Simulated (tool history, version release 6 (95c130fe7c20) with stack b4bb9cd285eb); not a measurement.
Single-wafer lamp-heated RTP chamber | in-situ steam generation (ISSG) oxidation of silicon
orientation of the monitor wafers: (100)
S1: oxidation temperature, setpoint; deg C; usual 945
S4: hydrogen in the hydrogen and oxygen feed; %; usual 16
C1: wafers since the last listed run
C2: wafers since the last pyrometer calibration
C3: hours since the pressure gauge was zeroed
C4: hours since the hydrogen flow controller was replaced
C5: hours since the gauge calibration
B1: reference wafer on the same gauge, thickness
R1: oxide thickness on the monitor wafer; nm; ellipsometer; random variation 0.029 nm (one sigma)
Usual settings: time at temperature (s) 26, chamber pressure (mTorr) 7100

Run 1, hour 0: usual settings; C1 0; C2 8326; C3 2438.5; C4 3351.3; C5 644.8; B1 4.899. Result: R1 5.073 nm.
At hour 28.6: pyrometer window cleaned and pyrometer calibrated.
Run 2, hour 62: usual settings; C1 938; C2 580; C3 2500.5; C4 3413.3; C5 706.8; B1 4.901. Result: R1 4.927 nm.
Run 3, hour 146.2: usual settings; C1 1462; C2 2043; C3 2584.7; C4 3497.5; C5 791; B1 4.896. Result: R1 4.939 nm.
Run 4, hour 184.4: usual settings; C1 663; C2 2707; C3 2622.9; C4 3535.7; C5 829.2; B1 4.895. Result: R1 4.949 nm.
Run 5, hour 225.3: usual settings; C1 710; C2 3417; C3 2663.8; C4 3576.6; C5 870.1; B1 4.907. Result: R1 4.939 nm.
Run 6, hour 294.5: usual settings; C1 1202; C2 4619; C3 2733; C4 3645.8; C5 939.3; B1 4.897. Result: R1 4.996 nm.
Run 7, hour 562.1: usual settings; C1 4648; C2 9268; C3 3000.6; C4 3913.4; C5 1206.9; B1 4.899. Result: R1 5.133 nm.
At hour 629: pyrometer window cleaned and pyrometer calibrated.
Run 8, hour 653.1: usual settings; C1 1441; C2 419; C3 3091.6; C4 4004.4; C5 1297.9; B1 4.901. Result: R1 4.993 nm.
Run 9, hour 690.4: usual settings; C1 647; C2 1066; C3 3128.9; C4 4041.7; C5 1335.2; B1 4.897. Result: R1 4.914 nm.
Run 10, hour 760.3: usual settings; C1 1214; C2 2281; C3 3198.8; C4 4111.6; C5 1405.1; B1 4.903. Result: R1 4.939 nm.
Run 11, hour 970.1: usual settings but S4 23 %; C1 3644; C2 5925; C3 3408.6; C4 4321.4; C5 1614.9; B1 4.896. Result: R1 5.463 nm.
Run 12, hour 1013.6: usual settings but S4 23 %; C1 755; C2 6681; C3 3452.1; C4 4364.9; C5 1658.4; B1 4.906. Result: R1 5.495 nm.
Run 13, hour 1057.7: usual settings; C1 766; C2 7447; C3 3496.2; C4 4409; C5 1702.5; B1 4.897. Result: R1 5.025 nm.
Run 14, hour 1114.2: usual settings; C1 981; C2 8428; C3 3552.7; C4 4465.5; C5 1759; B1 4.901. Result: R1 5.091 nm.
At hour 1225.3: pyrometer window cleaned and pyrometer calibrated.
At hour 1285.2: pressure gauge zeroed.
Run 15, hour 1430.4: usual settings; C1 5214; C2 3423; C3 145.2; C4 4781.7; C5 2075.2; B1 4.905. Result: R1 4.994 nm.
Run 16, hour 1522: usual settings; C1 1591; C2 5014; C3 236.8; C4 4873.3; C5 2166.8; B1 4.899. Result: R1 5.003 nm.
Run 17, hour 1602.6: usual settings but S4 22 %; C1 1400; C2 6414; C3 317.4; C4 4953.9; C5 2247.4; B1 4.906. Result: R1 5.367 nm.
Run 18, hour 1685.3: usual settings; C1 1436; C2 7850; C3 400.1; C4 5036.6; C5 2330.1; B1 4.904. Result: R1 5.068 nm.
Run 19, hour 1758.4: usual settings but S1 956 deg C, time at temperature (s) 33; C1 1269; C2 9120; C3 473.2; C4 5109.7; C5 2403.2; B1 4.898. Result: R1 6.01 nm.

Run 20 comes next. What will it give?
At hour 1818.9: pyrometer window cleaned and pyrometer calibrated.
At hour 1839: gauge calibrated.
Run 20, hour 1855.5: usual settings; C1 1547; C2 635; C3 570.3; C4 5206.8; C5 16.5; B1 ?. Result: R1 ?.

B1: 4.9
R1: 4.948 nm
Without the tool's hidden state the same run would have given R1 4.937 nm.
